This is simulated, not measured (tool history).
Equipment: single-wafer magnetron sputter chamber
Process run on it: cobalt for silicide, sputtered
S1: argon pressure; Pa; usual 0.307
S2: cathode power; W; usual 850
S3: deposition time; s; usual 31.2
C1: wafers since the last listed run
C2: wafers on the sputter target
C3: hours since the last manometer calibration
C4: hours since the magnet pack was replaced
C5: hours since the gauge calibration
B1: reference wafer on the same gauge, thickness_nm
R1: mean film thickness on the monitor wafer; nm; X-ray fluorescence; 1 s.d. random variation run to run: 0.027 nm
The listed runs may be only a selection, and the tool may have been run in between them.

run	hour	S1	S2	S3	C1	C2	C3	C4	C5	B1	R1
1	0	0.307	850	34.8	0	6290	130.6	4102.7	426	13.208	14.828
# hour 15.5: sputter target and shields replaced
2	75.1	0.307	850	31.2	1374	1220	205.7	4177.8	501.1	13.198	13.33
3	198.2	0.307	850	31.2	2522	3743	328.8	4300.9	624.2	13.205	13.273
4	283.1	0.307	850	31.2	1739	5482	413.7	4385.8	709.1	13.197	13.352
5	343	0.307	850	31.2	1227	6710	473.6	4445.7	769	13.207	13.336
# hour 380.8: sputter target and shields replaced
6	438.3	0.307	850	31.2	1788	1178	568.9	4541	864.3	13.2	13.297
7	485.7	0.307	850	31.2	971	2150	616.3	4588.4	911.7	13.202	13.312
8	574.5	0.307	850	31.2	1819	3969	705.1	4677.2	1000.5	13.202	13.312
9	631.5	0.307	850	31.2	1168	5137	762.1	4734.2	1057.5	13.198	13.286
10	693.2	0.307	850	31.2	1264	6402	823.8	4795.9	1119.2	13.205	13.287
# hour 715.7: sputter target and shields replaced
11	752.4	0.333	850	31.2	1049	752	883	4855.1	1178.4	13.201	13.231
# hour 822.8: capacitance manometer re-zeroed and calibrated
12	830.2	0.214	850	31.2	1430	2182	7.4	4932.9	1256.2	13.196	13.658
13	915.3	0.307	850	31.2	1743	3926	92.5	5018	1341.3	13.199	13.311
14	962.6	0.307	850	34.1	969	4895	139.8	5065.3	1388.6	13.199	14.502
# hour 998.3: sputter target and shields replaced
15	1033.9	0.406	750	31.2	1297	730	211.1	5136.6	1459.9	13.199	11.392
# hour 1035.9: gauge calibrated
# hour 1134.7: magnet pack replaced
16	1135.2	0.37	850	31.2	1911	2642	312.4	0.5	99.3	13.202	13.069
17	1178.5	0.408	1000	34.7	887	3529	355.7	43.8	142.6	13.192	16.918
18	1273.3	0.343	850	36.1	1942	5472	450.5	138.6	237.4	13.208	15.193
# hour 1342.3: sputter target and shields replaced
19	1378.1	0.307	850	31.2	1983	734	555.3	243.4	342.2	13.2	13.271
20	1436.8	0.193	750	31.2	1202	1936	614	302.1	400.9	13.203	12.097
21	1527.7	0.307	700	31.2	1862	3799	704.9	393	491.8	13.198	10.973
22	1620.3	0.307	850	31.2	1897	5697	797.5	485.6	584.4	13.207	13.266

Hidden condition of the tool, last listed run before each entry between runs versus first listed run after:
After run 1, before run 2: sputter target and shields replaced (hour 15.5)
  nothing in the hidden state changes from one run to the other
After run 5, before run 6: sputter target and shields replaced (hour 380.8)
  nothing in the hidden state changes from one run to the other
After run 10, before run 11: sputter target and shields replaced (hour 715.7)
  nothing in the hidden state changes from one run to the other
After run 11, before run 12: capacitance manometer re-zeroed and calibrated (hour 822.8)
  nothing in the hidden state changes from one run to the other
After run 14, before run 15: sputter target and shields replaced (hour 998.3)
  nothing in the hidden state changes from one run to the other
After run 15, before run 16: gauge calibrated (hour 1035.9); magnet pack replaced (hour 1134.7)
  nothing in the hidden state changes from one run to the other
After run 18, before run 19: sputter target and shields replaced (hour 1342.3)
  nothing in the hidden state changes from one run to the other
